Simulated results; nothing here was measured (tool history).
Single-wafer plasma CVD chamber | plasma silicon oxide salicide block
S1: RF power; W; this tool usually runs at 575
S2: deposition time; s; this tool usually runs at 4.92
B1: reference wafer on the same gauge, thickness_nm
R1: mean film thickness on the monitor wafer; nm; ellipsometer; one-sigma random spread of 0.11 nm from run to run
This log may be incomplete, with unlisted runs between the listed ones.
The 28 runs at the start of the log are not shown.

| run | hour | S1 | S2 | B1 | R1 |
|---|---|---|---|---|---|
| 29 | 2015.3 | 575 | 4.92 | 45.485 | 47.146 |
| 30 | 2171.1 | 575 | 4.92 | 45.484 | 46.871 |
| 31 | 2244.5 | 670 | 4.65 | 45.508 | 45.383 |
| 32 | 2324.9 | 615 | 4.09 | 45.504 | 39.409 |
| 33 | 2420.7 | 575 | 4.92 | 45.515 | 46.853 |
| 34 | 2484.2 | 625 | 4.92 | 45.453 | 47.493 |
| 35 | 2548.7 | 650 | 4.92 | 45.516 | 47.746 |
| 36 | 2618.7 | 575 | 4.92 | 45.508 | 46.76 |

Each row is a separate what-if for the run after 36, all from the same tool condition, not one after another. Results?
| A | 2619.1 | 575 | 4.92 | ? | ? |
| B | 2619.1 | 515 | 4.92 | ? | ? |
| C | 2619.1 | 490 | 5.8 | ? | ? |
| D | 2619.1 | 460 | 5.67 | ? | ? |
| E | 2619.1 | 475 | 5.24 | ? | ? |

| run | B1 | R1 |
|---|---|---|
| A | 45.49 | 46.6 |
| B | 45.49 | 45.747 |
| C | 45.49 | 53.497 |
| D | 45.49 | 51.78 |
| E | 45.49 | 48.094 |
Without the tool's hidden state the same runs would have given:
| run | R1 |
|---|---|
| A | 47.261 |
| B | 46.396 |
| C | 54.256 |
| D | 52.515 |
| E | 48.776 |
